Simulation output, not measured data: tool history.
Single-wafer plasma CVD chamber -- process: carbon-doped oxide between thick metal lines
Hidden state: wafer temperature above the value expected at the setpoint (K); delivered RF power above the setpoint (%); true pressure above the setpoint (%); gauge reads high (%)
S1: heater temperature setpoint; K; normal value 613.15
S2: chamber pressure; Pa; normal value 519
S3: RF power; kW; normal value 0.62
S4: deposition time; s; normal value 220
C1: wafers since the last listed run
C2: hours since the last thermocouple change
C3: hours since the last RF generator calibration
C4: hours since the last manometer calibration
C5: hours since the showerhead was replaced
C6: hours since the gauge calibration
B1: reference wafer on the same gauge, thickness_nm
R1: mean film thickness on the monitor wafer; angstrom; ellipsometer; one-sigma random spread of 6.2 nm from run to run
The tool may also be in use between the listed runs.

{"run": 1, "hour": 0.0, "S1": 613.15, "S2": 519, "S3": 0.62, "S4": 220, "C1": 0, "C2": 250.8, "C3": 152.4, "C4": 1351.1, "C5": 4018.4, "C6": 407.1, "B1": 1121.114, "R1": 12633.57}
{"run": 2, "hour": 45.9, "S1": 613.15, "S2": 519, "S3": 0.62, "S4": 220, "C1": 350, "C2": 296.7, "C3": 198.3, "C4": 1397, "C5": 4064.3, "C6": 453, "B1": 1118.131, "R1": 12576.41}
{"run": 3, "hour": 95.0, "S1": 613.15, "S2": 519, "S3": 0.62, "S4": 220, "C1": 374, "C2": 345.8, "C3": 247.4, "C4": 1446.1, "C5": 4113.4, "C6": 502.1, "B1": 1121.282, "R1": 12643.99}
{"run": 4, "hour": 148.9, "S1": 613.15, "S2": 603, "S3": 0.62, "S4": 220, "C1": 411, "C2": 399.7, "C3": 301.3, "C4": 1500, "C5": 4167.3, "C6": 556, "B1": 1120.957, "R1": 12941.02}
{"run": 5, "hour": 218.4, "S1": 613.15, "S2": 603, "S3": 0.62, "S4": 220, "C1": 530, "C2": 469.2, "C3": 370.8, "C4": 1569.5, "C5": 4236.8, "C6": 625.5, "B1": 1119.673, "R1": 12849.76}
{"run": 6, "hour": 274.8, "S1": 613.15, "S2": 603, "S3": 0.62, "S4": 220, "C1": 430, "C2": 525.6, "C3": 427.2, "C4": 1625.9, "C5": 4293.2, "C6": 681.9, "B1": 1119.748, "R1": 12932.12}
{"run": 7, "hour": 340.3, "S1": 613.15, "S2": 519, "S3": 0.62, "S4": 220, "C1": 500, "C2": 591.1, "C3": 492.7, "C4": 1691.4, "C5": 4358.7, "C6": 747.4, "B1": 1120.322, "R1": 12658.42}
{"run": 8, "hour": 397.5, "S1": 613.15, "S2": 419, "S3": 0.62, "S4": 220, "C1": 436, "C2": 648.3, "C3": 549.9, "C4": 1748.6, "C5": 4415.9, "C6": 804.6, "B1": 1117.508, "R1": 12450.05}
{"run": 9, "hour": 448.7, "S1": 613.15, "S2": 419, "S3": 0.62, "S4": 220, "C1": 391, "C2": 699.5, "C3": 601.1, "C4": 1799.8, "C5": 4467.1, "C6": 855.8, "B1": 1121.23, "R1": 12424.97}
{"run": 10, "hour": 519.5, "S1": 613.15, "S2": 419, "S3": 0.62, "S4": 220, "C1": 540, "C2": 770.3, "C3": 671.9, "C4": 1870.6, "C5": 4537.9, "C6": 926.6, "B1": 1118.867, "R1": 12480.26}
{"run": 11, "hour": 629.5, "S1": 613.15, "S2": 519, "S3": 0.62, "S4": 220, "C1": 840, "C2": 880.3, "C3": 781.9, "C4": 1980.6, "C5": 4647.9, "C6": 1036.6, "B1": 1120.317, "R1": 12749.48}
{"run": 12, "hour": 675.9, "S1": 613.15, "S2": 519, "S3": 0.62, "S4": 220, "C1": 354, "C2": 926.7, "C3": 828.3, "C4": 2027, "C5": 4694.3, "C6": 1083, "B1": 1118.856, "R1": 12771.11}
{"hour": 721.0, "done": "thermocouple changed; heater temperature recalibrated"}
{"run": 13, "hour": 745.0, "S1": 613.15, "S2": 519, "S3": 0.62, "S4": 220, "C1": 466, "C2": 24, "C3": 897.4, "C4": 2096.1, "C5": 4763.4, "C6": 1152.1, "B1": 1119.348, "R1": 12552.92}
{"hour": 766.2, "done": "RF generator calibrated"}
{"run": 14, "hour": 777.4, "S1": 623.15, "S2": 632, "S3": 0.62, "S4": 220, "C1": 186, "C2": 56.4, "C3": 11.2, "C4": 2128.5, "C5": 4795.8, "C6": 1184.5, "B1": 1120.584, "R1": 12615.84}
{"hour": 817.4, "done": "gauge calibrated"}
{"run": 15, "hour": 849.4, "S1": 613.15, "S2": 519, "S3": 0.62, "S4": 220, "C1": 549, "C2": 128.4, "C3": 83.2, "C4": 2200.5, "C5": 4867.8, "C6": 32, "B1": 1118.187, "R1": 12634.96}
{"hour": 863.3, "done": "capacitance manometer re-zeroed and calibrated"}
{"run": 16, "hour": 909.8, "S1": 623.15, "S2": 441, "S3": 0.535, "S4": 202, "C1": 400, "C2": 188.8, "C3": 143.6, "C4": 46.5, "C5": 4928.2, "C6": 92.4, "B1": 1121.968, "R1": 10292.58}
{"run": 17, "hour": 956.4, "S1": 613.15, "S2": 519, "S3": 0.62, "S4": 220, "C1": 355, "C2": 235.4, "C3": 190.2, "C4": 93.1, "C5": 4974.8, "C6": 139, "B1": 1117.586, "R1": 12675.51}
{"run": 18, "hour": 999.8, "S1": 613.15, "S2": 519, "S3": 0.62, "S4": 220, "C1": 331, "C2": 278.8, "C3": 233.6, "C4": 136.5, "C5": 5018.2, "C6": 182.4, "B1": 1119.393, "R1": 12590.69}
{"hour": 1031.4, "done": "showerhead replaced"}
{"run": 19, "hour": 1070.6, "S1": 626.15, "S2": 457, "S3": 0.54, "S4": 246, "C1": 479, "C2": 349.6, "C3": 304.4, "C4": 207.3, "C5": 39.2, "C6": 253.2, "B1": 1120.152, "R1": 12396.6}
{"run": 20, "hour": 1128.4, "S1": 618.15, "S2": 557, "S3": 0.68, "S4": 199, "C1": 441, "C2": 407.4, "C3": 362.2, "C4": 265.1, "C5": 97, "C6": 311, "B1": 1121.756, "R1": 12030.85}
{"run": 21, "hour": 1157.4, "S1": 613.15, "S2": 519, "S3": 0.665, "S4": 220, "C1": 221, "C2": 436.4, "C3": 391.2, "C4": 294.1, "C5": 126, "C6": 340, "B1": 1123.129, "R1": 13260.27}
{"run": 22, "hour": 1295.8, "S1": 613.15, "S2": 419, "S3": 0.62, "S4": 263, "C1": 1056, "C2": 574.8, "C3": 529.6, "C4": 432.5, "C5": 264.4, "C6": 478.4, "B1": 1119.94, "R1": 15060.56}
{"run": 23, "hour": 1333.7, "S1": 613.15, "S2": 456, "S3": 0.71, "S4": 220, "C1": 289, "C2": 612.7, "C3": 567.5, "C4": 470.4, "C5": 302.3, "C6": 516.3, "B1": 1117.837, "R1": 13629.91}
{"run": 24, "hour": 1379.2, "S1": 613.15, "S2": 519, "S3": 0.62, "S4": 220, "C1": 347, "C2": 658.2, "C3": 613, "C4": 515.9, "C5": 347.8, "C6": 561.8, "B1": 1120.962, "R1": 12663.36}

Below are 3 alternative next runs, each starting from the tool's condition after run 24. Predict each:
{"run": "A", "hour": 1379.7, "S1": 600.15, "S2": 519, "S3": 0.62, "S4": 220, "C1": 3, "C2": 658.7, "C3": 613.5, "C4": 516.4, "C5": 348.3, "C6": 562.3, "B1": "?", "R1": "?"}
{"run": "B", "hour": 1379.7, "S1": 613.15, "S2": 519, "S3": 0.62, "S4": 254, "C1": 3, "C2": 658.7, "C3": 613.5, "C4": 516.4, "C5": 348.3, "C6": 562.3, "B1": "?", "R1": "?"}
{"run": "C", "hour": 1379.7, "S1": 621.15, "S2": 465, "S3": 0.5, "S4": 220, "C1": 3, "C2": 658.7, "C3": 613.5, "C4": 516.4, "C5": 348.3, "C6": 562.3, "B1": "?", "R1": "?"}

run=A B1=1120.406 R1=13233.74
run=B B1=1120.406 R1=14617.74
run=C B1=1120.406 R1=10764.62
Take away the tool's hidden state, keep each run's random variation, and the runs would have read:
run=A R1=13233.74
run=B R1=14617.74
run=C R1=10764.62
